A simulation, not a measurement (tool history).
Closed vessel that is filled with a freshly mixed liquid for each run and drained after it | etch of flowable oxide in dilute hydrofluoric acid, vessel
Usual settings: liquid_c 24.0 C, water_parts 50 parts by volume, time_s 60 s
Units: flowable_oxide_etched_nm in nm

run,hour,liquid_c,water_parts,time_s,"read-back film thickness of the flowable oxide reference wafer, read on the same gauge (nm)",flowable_oxide_etched_nm
1,0.0,22.0,45,60,89.99,31.72
2,17.6,22.0,45,60,89.96,31.38
3,24.0,24.0,50,60,90.01,30.59
4,35.4,26.5,50,60,90.03,33.96
5,41.5,26.5,50,60,89.98,33.81
6,55.9,26.5,50,60,89.99,33.85
7,68.6,24.0,50,60,90.02,30.65
8,75.2,24.0,50,60,90.01,30.67
9,87.9,24.0,50,60,89.98,30.61
10,104.4,24.0,70,50,89.99,17.62
# hour 109.8: thermometer replaced
11,110.6,24.0,70,50,90.01,18.81
12,123.1,24.0,50,60,89.94,32.51
13,137.6,24.0,50,60,90.01,32.67
14,144.2,23.0,50,60,90.05,31.11
15,158.0,23.0,50,60,89.97,31.26
16,171.0,24.0,50,60,89.99,32.51
17,184.7,21.0,35,30,89.97,20.91
18,191.3,20.5,50,60,90.00,28.14
# hour 195.6: gauge calibrated
# hour 205.3: hydrofluoric acid flow meter replaced
19,207.9,23.0,50,60,89.98,31.13
20,218.0,24.0,50,60,90.02,32.25
21,225.5,26.5,50,60,89.99,35.68
22,242.9,24.0,30,75,89.98,69.12
23,253.5,24.0,30,80,90.02,74.03

Run 24 comes next. What will it give?
24,264.9,25.5,35,35,?,?

Run 24 gave read-back film thickness of the flowable oxide reference wafer, read on the same gauge (nm) 89.99, flowable_oxide_etched_nm 29.15 nm.
Without the tool's hidden state the same run would have given flowable_oxide_etched_nm 29.46 nm.
